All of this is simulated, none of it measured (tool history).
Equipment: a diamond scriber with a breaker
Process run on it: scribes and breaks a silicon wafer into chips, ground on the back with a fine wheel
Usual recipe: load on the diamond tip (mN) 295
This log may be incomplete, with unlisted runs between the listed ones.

run	hour	load on the diamond tip (mN)	wafers since the last listed run	hours since the diamond tip was replaced	hours since the load on the tip was calibrated	incoming depth of the damage left on the back of the incoming wafer, um	depth of the median crack under the scribed line (um)	chips rejected at inspection after the break (%)
1	0	295	0	349.6	414.2	2.75	13.76	1.57
2	34.1	295	108	383.7	448.3	2.59	13.89	1.45
3	61.9	295	88	411.5	476.1	2.53	13.78	1.53
4	80.3	255	58	429.9	494.5	2.14	11.41	9.63
5	105.3	295	79	454.9	519.5	1.53	13.26	0.86
6	127.4	362	70	477	541.6	1.86	15.97	14.33
7	155.8	362	90	505.4	570	2.89	16.61	13.3
8	180.9	295	79	530.5	595.1	2.26	13.13	1.34
9	199.9	295	60	549.5	614.1	2.12	13.31	1.4
10	216.8	228	53	566.4	631	1.99	9.73	30.36
11	232.6	228	50	582.2	646.8	2.31	9.81	30.42
12	254	339	67	603.6	668.2	2.56	15	5.05
13	270.4	334	51	620	684.6	2.98	14.68	4.53
14	292.3	211	69	641.9	706.5	2.57	8.98	49.65
# hour 311.3: load on the tip recalibrated
15	324.2	373	94	673.8	12.9	1.9	13.96	1.91

Run 16, settings as shown, results not yet in. Your forecast:
16	345.3	345	66	694.9	34	2.81	?	?

{"run 16": {"depth of the median crack under the scribed line (um)": 13.18, "chips rejected at inspection after the break (%)": 1.81}}
With no hidden state in the tool, this same run would have given depth of the median crack under the scribed line (um) 15.58, chips rejected at inspection after the break (%) 9.46.
